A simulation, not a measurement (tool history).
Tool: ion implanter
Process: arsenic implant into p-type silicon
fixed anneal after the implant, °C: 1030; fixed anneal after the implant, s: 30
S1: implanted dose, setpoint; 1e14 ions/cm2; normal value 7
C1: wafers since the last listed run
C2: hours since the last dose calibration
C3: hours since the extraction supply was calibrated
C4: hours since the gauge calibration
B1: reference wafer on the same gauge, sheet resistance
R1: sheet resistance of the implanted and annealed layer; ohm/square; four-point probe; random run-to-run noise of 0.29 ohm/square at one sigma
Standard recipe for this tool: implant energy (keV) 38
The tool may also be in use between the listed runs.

{"run": 1, "hour": 0.0, "S1": 7, "implant energy (keV)": 38, "C1": 0, "C2": 1200.7, "C3": 2481.5, "C4": 99.5, "B1": 166.96, "R1": 154.14}
{"run": 2, "hour": 15.5, "S1": 7, "implant energy (keV)": 34.5, "C1": 224, "C2": 1216.2, "C3": 2497, "C4": 115, "B1": 167.03, "R1": 157.06}
{"run": 3, "hour": 22.2, "S1": 7, "implant energy (keV)": 34.5, "C1": 97, "C2": 1222.9, "C3": 2503.7, "C4": 121.7, "B1": 167, "R1": 156.59}
{"run": 4, "hour": 31.7, "S1": 5.93, "implant energy (keV)": 38, "C1": 137, "C2": 1232.4, "C3": 2513.2, "C4": 131.2, "B1": 167, "R1": 175.36}
{"run": 5, "hour": 41.1, "S1": 5.93, "implant energy (keV)": 38, "C1": 136, "C2": 1241.8, "C3": 2522.6, "C4": 140.6, "B1": 166.97, "R1": 175.97}
{"run": 6, "hour": 74.8, "S1": 5.93, "implant energy (keV)": 38, "C1": 488, "C2": 1275.5, "C3": 2556.3, "C4": 174.3, "B1": 166.98, "R1": 176.13}
{"run": 7, "hour": 90.1, "S1": 7, "implant energy (keV)": 38, "C1": 221, "C2": 1290.8, "C3": 2571.6, "C4": 189.6, "B1": 167.01, "R1": 154.69}
{"run": 8, "hour": 106.1, "S1": 7, "implant energy (keV)": 38, "C1": 232, "C2": 1306.8, "C3": 2587.6, "C4": 205.6, "B1": 167.02, "R1": 155.22}
{"run": 9, "hour": 117.8, "S1": 7, "implant energy (keV)": 38, "C1": 169, "C2": 1318.5, "C3": 2599.3, "C4": 217.3, "B1": 166.93, "R1": 155.01}
{"run": 10, "hour": 127.8, "S1": 7, "implant energy (keV)": 38, "C1": 145, "C2": 1328.5, "C3": 2609.3, "C4": 227.3, "B1": 167.06, "R1": 155.79}
{"run": 11, "hour": 145.3, "S1": 7, "implant energy (keV)": 38, "C1": 253, "C2": 1346, "C3": 2626.8, "C4": 244.8, "B1": 167, "R1": 155.31}
{"run": 12, "hour": 153.4, "S1": 5.7, "implant energy (keV)": 45.5, "C1": 117, "C2": 1354.1, "C3": 2634.9, "C4": 252.9, "B1": 166.99, "R1": 176.32}
{"run": 13, "hour": 164.8, "S1": 5.7, "implant energy (keV)": 45.5, "C1": 165, "C2": 1365.5, "C3": 2646.3, "C4": 264.3, "B1": 166.98, "R1": 177.5}
{"run": 14, "hour": 173.5, "S1": 5.7, "implant energy (keV)": 45.5, "C1": 126, "C2": 1374.2, "C3": 2655, "C4": 273, "B1": 166.97, "R1": 177.38}
{"run": 15, "hour": 190.5, "S1": 5.93, "implant energy (keV)": 38, "C1": 246, "C2": 1391.2, "C3": 2672, "C4": 290, "B1": 167.08, "R1": 177.03}
{"run": 16, "hour": 198.1, "S1": 7, "implant energy (keV)": 34.5, "C1": 110, "C2": 1398.8, "C3": 2679.6, "C4": 297.6, "B1": 167.02, "R1": 157.45}
{"run": 17, "hour": 212.6, "S1": 7, "implant energy (keV)": 26, "C1": 210, "C2": 1413.3, "C3": 2694.1, "C4": 312.1, "B1": 167.05, "R1": 163.09}
{"run": 18, "hour": 227.7, "S1": 7, "implant energy (keV)": 38, "C1": 219, "C2": 1428.4, "C3": 2709.2, "C4": 327.2, "B1": 167.02, "R1": 155.72}
{"run": 19, "hour": 239.7, "S1": 7, "implant energy (keV)": 26, "C1": 174, "C2": 1440.4, "C3": 2721.2, "C4": 339.2, "B1": 166.95, "R1": 163.7}
{"hour": 257.0, "done": "Faraday cup replaced and dose calibrated"}
{"hour": 264.2, "done": "extraction supply calibrated"}
{"run": 20, "hour": 264.7, "S1": 8.79, "implant energy (keV)": 44, "C1": 142, "C2": 7.7, "C3": 0.5, "C4": 364.2, "B1": 166.96, "R1": 124.68}
{"run": 21, "hour": 265.0, "S1": 5.93, "implant energy (keV)": 38, "C1": 4, "C2": 8, "C3": 0.8, "C4": 364.5, "B1": 167.01, "R1": 171.13}
{"hour": 270.5, "done": "gauge calibrated"}
{"run": 22, "hour": 277.4, "S1": 5.37, "implant energy (keV)": 42.5, "C1": 179, "C2": 20.4, "C3": 13.2, "C4": 6.9, "B1": 167.05, "R1": 182.04}
{"run": 23, "hour": 284.6, "S1": 5.7, "implant energy (keV)": 32, "C1": 104, "C2": 27.6, "C3": 20.4, "C4": 14.1, "B1": 167.01, "R1": 179.96}
{"run": 24, "hour": 296.1, "S1": 5.41, "implant energy (keV)": 26, "C1": 166, "C2": 39.1, "C3": 31.9, "C4": 25.6, "B1": 166.98, "R1": 192.37}
{"run": 25, "hour": 309.5, "S1": 9.03, "implant energy (keV)": 51, "C1": 194, "C2": 52.5, "C3": 45.3, "C4": 39, "B1": 166.96, "R1": 119.71}
{"run": 26, "hour": 318.7, "S1": 7.79, "implant energy (keV)": 26, "C1": 133, "C2": 61.7, "C3": 54.5, "C4": 48.2, "B1": 167.07, "R1": 146.63}
{"run": 27, "hour": 329.7, "S1": 5.76, "implant energy (keV)": 50, "C1": 159, "C2": 72.7, "C3": 65.5, "C4": 59.2, "B1": 166.97, "R1": 169.32}
{"run": 28, "hour": 347.6, "S1": 4.99, "implant energy (keV)": 49, "C1": 259, "C2": 90.6, "C3": 83.4, "C4": 77.1, "B1": 167.03, "R1": 189.05}
{"run": 29, "hour": 354.1, "S1": 7.86, "implant energy (keV)": 38, "C1": 94, "C2": 97.1, "C3": 89.9, "C4": 83.6, "B1": 167.02, "R1": 138.46}

3 ways to go on from here, each from the tool as it stands after run 29. What would each give?
{"run": "A", "hour": 354.5, "S1": 7.67, "implant energy (keV)": 38, "C1": 5, "C2": 97.5, "C3": 90.3, "C4": 84, "B1": "?", "R1": "?"}
{"run": "B", "hour": 354.5, "S1": 5.27, "implant energy (keV)": 38, "C1": 5, "C2": 97.5, "C3": 90.3, "C4": 84, "B1": "?", "R1": "?"}
{"run": "C", "hour": 354.5, "S1": 6.19, "implant energy (keV)": 25, "C1": 5, "C2": 97.5, "C3": 90.3, "C4": 84, "B1": "?", "R1": "?"}

run=A B1=167.07 R1=140.99
run=B B1=167.07 R1=187.52
run=C B1=167.07 R1=175.2
The same runs, with their run-to-run variation unchanged, on a tool lacking any hidden condition would have given:
run=A R1=139.99
run=B R1=186.13
run=C R1=173.92
